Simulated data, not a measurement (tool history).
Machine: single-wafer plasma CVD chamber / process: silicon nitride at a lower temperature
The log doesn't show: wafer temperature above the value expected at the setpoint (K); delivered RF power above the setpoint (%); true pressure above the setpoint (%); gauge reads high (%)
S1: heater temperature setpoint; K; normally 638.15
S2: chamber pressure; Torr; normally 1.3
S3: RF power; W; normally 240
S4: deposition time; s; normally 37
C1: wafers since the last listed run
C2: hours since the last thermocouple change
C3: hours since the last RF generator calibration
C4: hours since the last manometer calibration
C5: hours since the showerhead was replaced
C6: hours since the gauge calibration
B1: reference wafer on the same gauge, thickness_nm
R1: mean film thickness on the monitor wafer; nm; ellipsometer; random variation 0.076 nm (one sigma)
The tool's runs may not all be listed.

run 1 hour=0 | S1=638.15 S2=1.1 S3=240 S4=34.1 | C1=0 C2=2564.7 C3=1422.5 C4=1705.5 C5=4448.5 C6=125 | B1=29.637 | R1=26.657
run 2 hour=14.6 | S1=638.15 S2=1.3 S3=260 S4=37 | C1=292 C2=2579.3 C3=1437.1 C4=1720.1 C5=4463.1 C6=139.6 | B1=29.582 | R1=33.706
run 3 hour=23.3 | S1=638.15 S2=1.3 S3=260 S4=37 | C1=174 C2=2588 C3=1445.8 C4=1728.8 C5=4471.8 C6=148.3 | B1=29.6 | R1=33.633
run 4 hour=39.5 | S1=638.15 S2=1.3 S3=260 S4=37 | C1=324 C2=2604.2 C3=1462 C4=1745 C5=4488 C6=164.5 | B1=29.643 | R1=33.678
run 5 hour=46.5 | S1=638.15 S2=1.3 S3=240 S4=37 | C1=140 C2=2611.2 C3=1469 C4=1752 C5=4495 C6=171.5 | B1=29.573 | R1=31.028
run 6 hour=56.6 | S1=638.15 S2=1.3 S3=240 S4=37 | C1=202 C2=2621.3 C3=1479.1 C4=1762.1 C5=4505.1 C6=181.6 | B1=29.6 | R1=31.061
run 7 hour=64.9 | S1=638.15 S2=1.3 S3=240 S4=37 | C1=166 C2=2629.6 C3=1487.4 C4=1770.4 C5=4513.4 C6=189.9 | B1=29.588 | R1=31.053
run 8 hour=93.3 | S1=638.15 S2=1.3 S3=240 S4=37 | C1=569 C2=2658 C3=1515.8 C4=1798.8 C5=4541.8 C6=218.3 | B1=29.613 | R1=30.93
run 9 hour=108 | S1=638.15 S2=1.3 S3=240 S4=37 | C1=294 C2=2672.7 C3=1530.5 C4=1813.5 C5=4556.5 C6=233 | B1=29.615 | R1=30.816
run 10 hour=125.9 | S1=638.15 S2=1.3 S3=240 S4=37 | C1=358 C2=2690.6 C3=1548.4 C4=1831.4 C5=4574.4 C6=250.9 | B1=29.623 | R1=30.798
run 11 hour=132.5 | S1=638.15 S2=1.3 S3=240 S4=41.2 | C1=132 C2=2697.2 C3=1555 C4=1838 C5=4581 C6=257.5 | B1=29.591 | R1=34.299
run 12 hour=145.5 | S1=638.15 S2=1.12 S3=240 S4=41.8 | C1=260 C2=2710.2 C3=1568 C4=1851 C5=4594 C6=270.5 | B1=29.637 | R1=32.662
run 13 hour=159.4 | S1=638.15 S2=1.12 S3=240 S4=41.8 | C1=278 C2=2724.1 C3=1581.9 C4=1864.9 C5=4607.9 C6=284.4 | B1=29.612 | R1=32.596
run 14 hour=174.8 | S1=638.15 S2=1.39 S3=265 S4=40.2 | C1=308 C2=2739.5 C3=1597.3 C4=1880.3 C5=4623.3 C6=299.8 | B1=29.571 | R1=37.691
run 15 hour=185.7 | S1=638.15 S2=1.47 S3=260 S4=31 | C1=218 C2=2750.4 C3=1608.2 C4=1891.2 C5=4634.2 C6=310.7 | B1=29.581 | R1=29.136
-- hour=201.4 capacitance manometer re-zeroed and calibrated
run 16 hour=201.9 | S1=626.15 S2=1.02 S3=260 S4=37 | C1=164 C2=2766.6 C3=1624.4 C4=0.5 C5=4650.4 C6=326.9 | B1=29.578 | R1=29.922
-- hour=215.7 thermocouple changed; heater temperature recalibrated
-- hour=216.1 gauge calibrated
-- hour=223.3 RF generator calibrated
-- hour=228.9 showerhead replaced
run 17 hour=229.4 | S1=638.15 S2=1.3 S3=240 S4=37 | C1=126 C2=13.7 C3=6.1 C4=28 C5=0.5 C6=13.3 | B1=29.606 | R1=33.001
run 18 hour=229.7 | S1=638.15 S2=1.11 S3=240 S4=30.2 | C1=6 C2=14 C3=6.4 C4=28.3 C5=0.8 C6=13.6 | B1=29.591 | R1=25.157
run 19 hour=237 | S1=638.15 S2=1.3 S3=210 S4=44.2 | C1=146 C2=21.3 C3=13.7 C4=35.6 C5=8.1 C6=20.9 | B1=29.615 | R1=34.359
run 20 hour=263.3 | S1=626.15 S2=1.02 S3=260 S4=37 | C1=527 C2=47.6 C3=40 C4=61.9 C5=34.4 C6=47.2 | B1=29.593 | R1=32.245
run 21 hour=279.1 | S1=638.15 S2=1.3 S3=240 S4=37 | C1=316 C2=63.4 C3=55.8 C4=77.7 C5=50.2 C6=63 | B1=29.587 | R1=32.988
run 22 hour=296.5 | S1=638.15 S2=1.53 S3=240 S4=37 | C1=348 C2=80.8 C3=73.2 C4=95.1 C5=67.6 C6=80.4 | B1=29.611 | R1=35.204
run 23 hour=314.3 | S1=627.15 S2=1.3 S3=195 S4=39.8 | C1=356 C2=98.6 C3=91 C4=112.9 C5=85.4 C6=98.2 | B1=29.616 | R1=28.685
run 24 hour=322.1 | S1=638.15 S2=1.07 S3=240 S4=43.3 | C1=156 C2=106.4 C3=98.8 C4=120.7 C5=93.2 C6=106 | B1=29.572 | R1=35.365
run 25 hour=333.6 | S1=638.15 S2=1.3 S3=240 S4=37 | C1=230 C2=117.9 C3=110.3 C4=132.2 C5=104.7 C6=117.5 | B1=29.596 | R1=32.986
run 26 hour=345.6 | S1=633.15 S2=1.1 S3=205 S4=41.6 | C1=240 C2=129.9 C3=122.3 C4=144.2 C5=116.7 C6=129.5 | B1=29.616 | R1=29.325
run 27 hour=377.2 | S1=638.15 S2=1.3 S3=240 S4=37 | C1=633 C2=161.5 C3=153.9 C4=175.8 C5=148.3 C6=161.1 | B1=29.599 | R1=32.978

Each row is a separate what-if for the run after 27, all from the same tool condition, not one after another. Results?
run A hour=377.6 | S1=638.15 S2=1.13 S3=240 S4=37 | C1=8 C2=161.9 C3=154.3 C4=176.2 C5=148.7 C6=161.5 | B1=? | R1=?
run B hour=377.6 | S1=638.15 S2=1.4 S3=240 S4=40.5 | C1=8 C2=161.9 C3=154.3 C4=176.2 C5=148.7 C6=161.5 | B1=? | R1=?
run C hour=377.6 | S1=645.15 S2=1.3 S3=225 S4=32.4 | C1=8 C2=161.9 C3=154.3 C4=176.2 C5=148.7 C6=161.5 | B1=? | R1=?
run D hour=377.6 | S1=638.15 S2=1.3 S3=215 S4=32.7 | C1=8 C2=161.9 C3=154.3 C4=176.2 C5=148.7 C6=161.5 | B1=? | R1=?

run=A B1=29.588 R1=31.179
run=B B1=29.588 R1=37.29
run=C B1=29.588 R1=27.074
run=D B1=29.588 R1=26.13
Without the tool's unlogged condition, the same runs would have read:
run=A R1=31.255
run=B R1=37.381
run=C R1=27.144
run=D R1=26.197
